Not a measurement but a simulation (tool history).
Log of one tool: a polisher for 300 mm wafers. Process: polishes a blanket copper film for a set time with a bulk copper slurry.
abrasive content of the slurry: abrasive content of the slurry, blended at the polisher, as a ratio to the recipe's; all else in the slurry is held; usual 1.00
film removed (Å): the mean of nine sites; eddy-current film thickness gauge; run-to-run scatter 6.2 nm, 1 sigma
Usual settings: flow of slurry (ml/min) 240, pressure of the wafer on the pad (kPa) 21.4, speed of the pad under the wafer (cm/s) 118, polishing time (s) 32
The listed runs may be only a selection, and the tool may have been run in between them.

run    hour  flow of slurry (ml/min)  pressure of the wafer on the pad (kPa)  speed of the pad under the wafer (cm/s)  abrasive content of the slurry  polishing time (s)  wafers since the last listed run  wafers polished on this pad  hours since the slurry nozzle was cleaned  hours since the head pressure was calibrated  hours since the slurry blender was calibrated  incoming thickness of the incoming film, nm  film removed (Å)
  1     0.0                      240                                    21.4                                      118                            1.00                  32                                 0                         2734                                       16.6                                          80.1                                          298.9                                       3420.6              4417
       25.4  -- slurry blender recalibrated
  2    48.2                      240                                    21.4                                      118                            1.00                  32                               743                         3478                                       64.8                                         128.3                                           22.8                                       3407.4              4465
  3    90.5                      240                                    21.4                                      118                            1.00                  32                               681                         4159                                      107.1                                         170.6                                           65.1                                       3492.4              4480
  4   137.0                      240                                    21.4                                      118                            1.00                  32                               748                         4908                                      153.6                                         217.1                                          111.6                                       3517.9              4635
      191.0  -- worn pad replaced by a new one
  5   201.0                      240                                    21.4                                      118                            1.00                  32                               966                          161                                      217.6                                         281.1                                          175.6                                       3481.1              4680
  6   281.3                      240                                    21.4                                      118                            1.00                  32                              1292                         1454                                      297.9                                         361.4                                          255.9                                       3437.7              4696
  7   333.1                      240                                    21.4                                      118                            1.00                  32                               834                         2288                                      349.7                                         413.2                                          307.7                                       3464.5              4560
      352.6  -- slurry blender recalibrated
  8   416.0                      240                                    21.4                                      118                            1.00                  32                              1302                         3591                                      432.6                                         496.1                                           63.4                                       3519.0              4719
  9   485.1                      240                                    21.4                                      118                            1.00                  32                              1112                         4703                                      501.7                                         565.2                                          132.5                                       3503.0              4741
      529.6  -- worn pad replaced by a new one
 10   588.8                      240                                    21.4                                      118                            1.00                  32                              1605                          952                                      605.4                                         668.9                                          236.2                                       3483.3              4833
 11   636.7                      260                                    21.4                                       94                            1.00                  32                               771                         1724                                      653.3                                         716.8                                          284.1                                       3459.1              3860
      690.7  -- slurry nozzle cleaned
      694.1  -- slurry blender recalibrated
 12   714.4                      260                                    21.4                                       94                            1.00                  32                              1202                         2927                                       23.7                                         794.5                                           20.3                                       3466.3              3948
 13   797.1                      260                                    21.4                                       94                            1.00                  32                              1331                         4258                                      106.4                                         877.2                                          103.0                                       3484.3              3924
      835.4  -- head pressure recalibrated
      843.8  -- worn pad replaced by a new one, of another model than before
 14   845.7                      240                                    21.4                                      152                            1.00                  32                               685                           30                                      155.0                                          10.3                                          151.6                                       3508.7              4974
 15   891.2                      240                                    21.4                                      118                            1.15                  32                               732                          763                                      200.5                                          55.8                                          197.1                                       3546.4              4469
 16   984.5                      240                                    21.4                                      118                            1.00                  35                              1502                         2265                                      293.8                                         149.1                                          290.4                                       3458.1              4790
     1006.1  -- slurry blender recalibrated
 17  1029.8                      240                                    21.4                                      118                            0.85                  32                               697                         2962                                      339.1                                         194.4                                           23.7                                       3464.6              4256
 18  1116.4                      240                                    21.4                                      118                            1.00                  35                              1394                         4357                                      425.7                                         281.0                                          110.3                                       3497.1              4932
     1193.3  -- worn pad replaced by a new one
 19  1195.5                      240                                    21.4                                      152                            1.00                  41                              1209                           34                                      504.8                                         360.1                                          189.4                                       3480.4              6522
 20  1267.4                      240                                    21.4                                      118                            1.10                  43                              1157                         1192                                      576.7                                         432.0                                          261.3                                       3510.1              5982
     1307.6  -- slurry nozzle cleaned
     1348.9  -- slurry blender recalibrated
 21  1349.5                      175                                    26.2                                      118                            1.00                  32                              1273                         2466                                       41.9                                         514.1                                            0.6                                       3428.9              5189
 22  1397.0                      240                                    21.4                                       92                            1.00                  41                               764                         3231                                       89.4                                         561.6                                           48.1                                       3478.8              5130
 23  1473.9                      240                                    21.4                                      118                            0.70                  32                              1238                         4469                                      166.3                                         638.5                                          125.0                                       3488.2              4325
 24  1517.4                      240                                    17.2                                       86                            1.00                  32                               700                         5169                                      209.8                                         682.0                                          168.5                                       3439.9              3488
     1539.3  -- worn pad replaced by a new one
 25  1558.8                      240                                    21.4                                      118                            1.00                  32                               602                          313                                      251.2                                         723.4                                          209.9                                       3471.9              4527
 26  1642.4                      240                                    23.4                                       98                            1.00                  21                              1346                         1659                                      334.8                                         807.0                                          293.5                                       3452.6              2934
 27  1705.9                      240                                    21.4                                      118                            1.20                  32                              1022                         2681                                      398.3                                         870.5                                          357.0                                       3498.2              4633

Consider 4 possible next runs. They are alternatives, not a sequence: every one starts from the tool as it was left by run 27. What does each give?
  A  1706.3                      240                                    14.5                                      118                            1.00                  32                                 6                         2688                                      398.7                                         870.9                                          357.4                                       3515.2                 ?
  B  1706.3                      200                                    21.4                                      134                            0.90                  25                                 6                         2688                                      398.7                                         870.9                                          357.4                                       3515.2                 ?
  C  1706.3                      320                                    21.4                                      118                            1.00                  26                                 6                         2688                                      398.7                                         870.9                                          357.4                                       3515.2                 ?
  D  1706.3                      240                                    21.4                                      118                            1.00                  24                                 6                         2688                                      398.7                                         870.9                                          357.4                                       3515.2                 ?

run  film removed (Å)
  A              3584
  B              3673
  C              3750
  D              3394
Take away the tool's hidden state, keep each run's random variation, and the runs would have read:
run  film removed (Å)
  A              3305
  B              3387
  C              3458
  D              3130

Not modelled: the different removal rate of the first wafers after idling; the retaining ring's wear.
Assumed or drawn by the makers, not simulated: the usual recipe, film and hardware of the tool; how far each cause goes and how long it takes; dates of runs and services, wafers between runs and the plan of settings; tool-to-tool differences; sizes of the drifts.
